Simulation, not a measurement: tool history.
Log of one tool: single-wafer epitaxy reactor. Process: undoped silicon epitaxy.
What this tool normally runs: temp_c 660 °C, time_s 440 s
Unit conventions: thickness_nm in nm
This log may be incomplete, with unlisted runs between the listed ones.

run,hour,temp_c,time_s,"read-back reference wafer on the same gauge, thickness_nm",thickness_nm
1,0.0,660,440,84.998,101.829
2,99.5,660,440,84.997,101.397
3,159.6,660,440,85.009,101.633
4,241.0,660,440,85.029,101.846
5,324.1,660,409,85.079,94.704
6,405.5,660,409,84.884,95.030
7,663.7,670,440,85.022,122.402
8,764.0,657,440,84.965,96.077
9,830.9,657,440,84.955,96.249
10,887.0,657,440,85.066,96.309
# hour 942.3: pyrometer calibrated
11,957.8,660,440,84.972,100.532
12,995.3,647,482,85.006,85.583
# hour 1059.2: gauge calibrated
13,1086.7,674,367,84.999,108.521
14,1132.4,672,375,85.003,107.167
15,1238.8,660,517,84.953,118.712
16,1316.0,667,466,85.001,121.527
17,1355.2,660,440,84.999,101.326
18,1426.3,660,483,84.974,111.087
19,1520.0,669,409,85.008,111.180
20,1615.2,671,486,84.973,136.487
21,1715.0,668,440,84.994,117.677
22,1766.1,660,440,85.013,101.684
23,1810.1,660,440,85.034,101.195

Hidden state or all else? Some run-to-run changes of thickness_nm, split into what the settings, what came in and random variation would give without the hidden state, and what is left for the hidden state (with any gauge scatter that isn't in both results):
What the log doesn't record here: wafer temperature above the value expected at the setpoint (K); gauge reads high (%).
Run 6 -> 7: temp_c 660 -> 670, time_s 409 -> 440. thickness_nm +27.372 nm: hidden state +0.461, all else +26.911.
Run 7 -> 8: temp_c 670 -> 657. thickness_nm -26.325 nm: hidden state -0.356, all else -25.969.
Run 10 -> 11: temp_c 657 -> 660, pyrometer calibrated. thickness_nm +4.223 nm: hidden state -1.671, all else +5.894.
